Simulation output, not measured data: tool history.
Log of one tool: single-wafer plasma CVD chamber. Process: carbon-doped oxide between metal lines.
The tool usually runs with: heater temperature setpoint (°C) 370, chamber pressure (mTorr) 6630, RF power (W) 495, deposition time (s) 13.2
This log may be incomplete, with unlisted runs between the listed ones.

run   hour  heater temperature setpoint (°C)  chamber pressure (mTorr)  RF power (W)  deposition time (s)  wafers since the last listed run  hours since the last thermocouple change  hours since the last RF generator calibration  hours since the last manometer calibration  hours since the showerhead was replaced  hours since the gauge calibration  read-back reference wafer on the same gauge, thickness_nm  mean film thickness on the monitor wafer (angstrom)
  1    0.0                               370                      6630           495                 13.2                                 0                                    1543.9                                         2307.0                                      1478.1                                   6679.5                               77.4                                                     69.697                                               605.55
  2   29.4                               370                      6630           495                 13.2                              1060                                    1573.3                                         2336.4                                      1507.5                                   6708.9                              106.8                                                     69.728                                               598.85
  3   61.9                               370                      6630           495                 13.2                              1172                                    1605.8                                         2368.9                                      1540.0                                   6741.4                              139.3                                                     69.673                                               600.66
  4   84.7                               370                      6630           495                 13.2                               822                                    1628.6                                         2391.7                                      1562.8                                   6764.2                              162.1                                                     69.710                                               598.54
  5  106.7                               370                      6630           495                 13.2                               793                                    1650.6                                         2413.7                                      1584.8                                   6786.2                              184.1                                                     69.672                                               600.27
  6  135.0                               370                      6630           570                 13.2                              1020                                    1678.9                                         2442.0                                      1613.1                                   6814.5                              212.4                                                     69.686                                               667.69
  7  152.1                               370                      6630           570                 13.2                               616                                    1696.0                                         2459.1                                      1630.2                                   6831.6                              229.5                                                     69.707                                               665.50
     180.6  -- gauge calibrated
  8  183.3                               370                      6630           570                 13.2                              1125                                    1727.2                                         2490.3                                      1661.4                                   6862.8                                2.7                                                     69.740                                               664.39
     195.3  -- showerhead replaced
  9  206.3                               370                      6630           495                 13.2                               541                                    1750.2                                         2513.3                                      1684.4                                     11.0                               25.7                                                     69.710                                               596.53
     227.4  -- thermocouple changed; heater temperature recalibrated
 10  241.1                               370                      6630           495                 13.2                               966                                      13.7                                         2548.1                                      1719.2                                     45.8                               60.5                                                     69.685                                               598.73
 11  263.5                               370                      6630           530                 13.9                               808                                      36.1                                         2570.5                                      1741.6                                     68.2                               82.9                                                     69.701                                               664.01
     283.4  -- capacitance manometer re-zeroed and calibrated
 12  296.6                               361                      7940           590                 13.2                               905                                      69.2                                         2603.6                                        13.2                                    101.3                              116.0                                                     69.708                                               698.15
     332.4  -- RF generator calibrated
 13  332.9                               370                      6630           495                 13.2                              1020                                     105.5                                            0.5                                        49.5                                    137.6                              152.3                                                     69.670                                               645.02
 14  349.9                               377                      6630           495                 13.2                               613                                     122.5                                           17.5                                        66.5                                    154.6                              169.3                                                     69.735                                               633.54
 15  366.8                               374                      8010           495                 11.6                               609                                     139.4                                           34.4                                        83.4                                    171.5                              186.2                                                     69.704                                               565.59
 16  401.7                               362                      7700           535                 13.2                              1258                                     174.3                                           69.3                                       118.3                                    206.4                              221.1                                                     69.688                                               697.29
 17  447.4                               370                      6630           450                 13.2                              1648                                     220.0                                          115.0                                       164.0                                    252.1                              266.8                                                     69.729                                               597.13
 18  465.3                               370                      7230           495                 13.2                               645                                     237.9                                          132.9                                       181.9                                    270.0                              284.7                                                     69.727                                               641.97
     470.7  -- gauge calibrated
 19  491.2                               376                      5220           495                 11.7                               934                                     263.8                                          158.8                                       207.8                                    295.9                               20.5                                                     69.730                                               550.70
 20  507.5                               370                      6630           495                 13.2                               587                                     280.1                                          175.1                                       224.1                                    312.2                               36.8                                                     69.724                                               640.65
 21  543.1                               364                      5330           545                 13.2                              1284                                     315.7                                          210.7                                       259.7                                    347.8                               72.4                                                     69.716                                               678.17

What if the next run were any one of these 3? Each begins from the tool's condition after run 21:
  A  543.5                               370                      6630           565                 13.2                                14                                     316.1                                          211.1                                       260.1                                    348.2                               72.8                                                          ?                                                    ?
  B  543.5                               370                      8260           495                 13.2                                14                                     316.1                                          211.1                                       260.1                                    348.2                               72.8                                                          ?                                                    ?
  C  543.5                               365                      7250           465                 15.7                                14                                     316.1                                          211.1                                       260.1                                    348.2                               72.8                                                          ?                                                    ?

run  read-back reference wafer on the same gauge, thickness_nm  mean film thickness on the monitor wafer (angstrom)
  A                                                     69.675                                               700.97
  B                                                     69.675                                               646.67
  C                                                     69.675                                               735.02
With no hidden state in the tool, these same runs would have given:
run  mean film thickness on the monitor wafer (angstrom)
  A                                               708.58
  B                                               654.02
  C                                               743.61
